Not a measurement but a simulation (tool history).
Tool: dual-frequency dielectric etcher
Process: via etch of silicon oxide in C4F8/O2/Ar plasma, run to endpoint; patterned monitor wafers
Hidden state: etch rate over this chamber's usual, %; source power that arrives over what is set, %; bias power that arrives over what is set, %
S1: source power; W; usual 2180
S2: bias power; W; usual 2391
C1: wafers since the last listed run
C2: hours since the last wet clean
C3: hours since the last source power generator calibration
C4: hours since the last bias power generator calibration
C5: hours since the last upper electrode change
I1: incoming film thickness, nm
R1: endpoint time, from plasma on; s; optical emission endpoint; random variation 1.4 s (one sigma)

run,day,S1,S2,C1,C2,C3,C4,C5,I1,R1
1,0.000,2180,2391,0,126.4,1279.1,3298.6,1198.3,2282.8,439.9
2,2.354,2180,2391,306,182.9,1335.6,3355.1,1254.8,2283.4,437.7
3,4.808,2180,2391,319,241.8,1394.5,3414.0,1313.7,2286.5,439.8
4,11.679,2180,2391,893,406.7,1559.4,3578.9,1478.6,2268.2,441.5
5,13.708,2180,2391,263,455.4,1608.1,3627.6,1527.3,2294.2,446.4
6,21.533,2180,2391,1017,643.2,1795.9,3815.4,1715.1,2287.9,449.7
# day 25.821: wet clean of the chamber
7,28.029,2180,2391,714,53.0,1951.8,3971.3,1871.0,2272.0,433.9
# day 31.750: source power generator calibrated
8,31.954,2180,2391,488,147.2,4.9,4065.5,1965.2,2254.4,431.8
9,33.671,2180,2391,223,188.4,46.1,4106.7,2006.4,2268.6,435.9
10,35.200,2180,2391,198,225.1,82.8,4143.4,2043.1,2294.5,444.6
11,36.750,2060,2073,201,262.3,120.0,4180.6,2080.3,2265.6,471.2
12,38.704,2180,2391,254,309.2,166.9,4227.5,2127.2,2272.3,439.3
13,42.512,2180,2832,495,400.6,258.3,4318.9,2218.6,2309.5,431.0
14,46.158,2560,2006,474,488.1,345.8,4406.4,2306.1,2303.3,425.1
# day 49.833: wet clean of the chamber
# day 54.746: bias power generator calibrated
15,56.296,2550,2391,1166,155.1,589.1,37.2,2549.4,2264.0,394.1
16,59.654,2650,2923,436,235.7,669.7,117.8,2630.0,2261.4,365.6
17,63.192,1670,2108,460,320.6,754.6,202.7,2714.9,2271.1,547.3
18,67.429,2180,2391,551,422.3,856.3,304.4,2816.6,2264.8,442.3
19,69.917,2550,2391,323,482.0,916.0,364.1,2876.3,2264.3,400.5
# day 73.000: upper electrode replaced
20,73.021,1710,2391,273,556.5,990.5,438.6,0.5,2267.5,522.3
21,74.833,2180,2391,235,600.0,1034.0,482.1,44.0,2282.5,446.2
22,76.912,2180,2391,270,649.9,1083.9,532.0,93.9,2255.6,441.7
# day 79.721: wet clean of the chamber
23,80.462,1960,2391,331,17.8,1169.1,617.2,179.1,2264.5,464.7
24,82.188,2440,2608,224,59.2,1210.5,658.6,220.5,2282.8,401.4
25,85.342,2180,2391,410,134.9,1286.2,734.3,296.2,2273.9,434.3
26,89.367,1960,2709,523,231.5,1382.8,830.9,392.8,2300.4,460.8
27,92.521,2180,2391,410,307.2,1458.5,906.6,468.5,2257.6,433.9
28,95.658,1990,2391,408,382.5,1533.8,981.9,543.8,2278.9,471.9
29,97.938,1800,1968,296,437.2,1588.5,1036.6,598.5,2275.4,531.1
30,99.608,2180,2391,217,477.3,1628.6,1076.7,638.6,2271.1,443.3
31,105.400,2370,2593,753,616.3,1767.6,1215.7,777.6,2253.2,412.2
# day 107.050: wet clean of the chamber
32,108.500,1890,2191,273,34.8,1842.0,1290.1,852.0,2287.9,487.7
33,112.683,1690,2194,544,135.2,1942.4,1390.5,952.4,2296.0,533.9
34,114.533,2520,2391,240,179.6,1986.8,1434.9,996.8,2262.1,398.1
35,118.296,2180,2391,489,269.9,2077.1,1525.2,1087.1,2294.4,442.1

Forecast each of these 4 alternatives for the next run:
A,118.317,2180,2127,2,270.4,2077.6,1525.7,1087.6,2268.4,?
B,118.317,2420,2129,2,270.4,2077.6,1525.7,1087.6,2268.4,?
C,118.317,1760,2032,2,270.4,2077.6,1525.7,1087.6,2268.4,?
D,118.317,1960,2121,2,270.4,2077.6,1525.7,1087.6,2268.4,?

run,R1
A,450.7
B,422.3
C,527.8
D,483.8
Without the tool's hidden state the same runs would have given:
run,R1
A,446.7
B,418.6
C,523.1
D,479.5
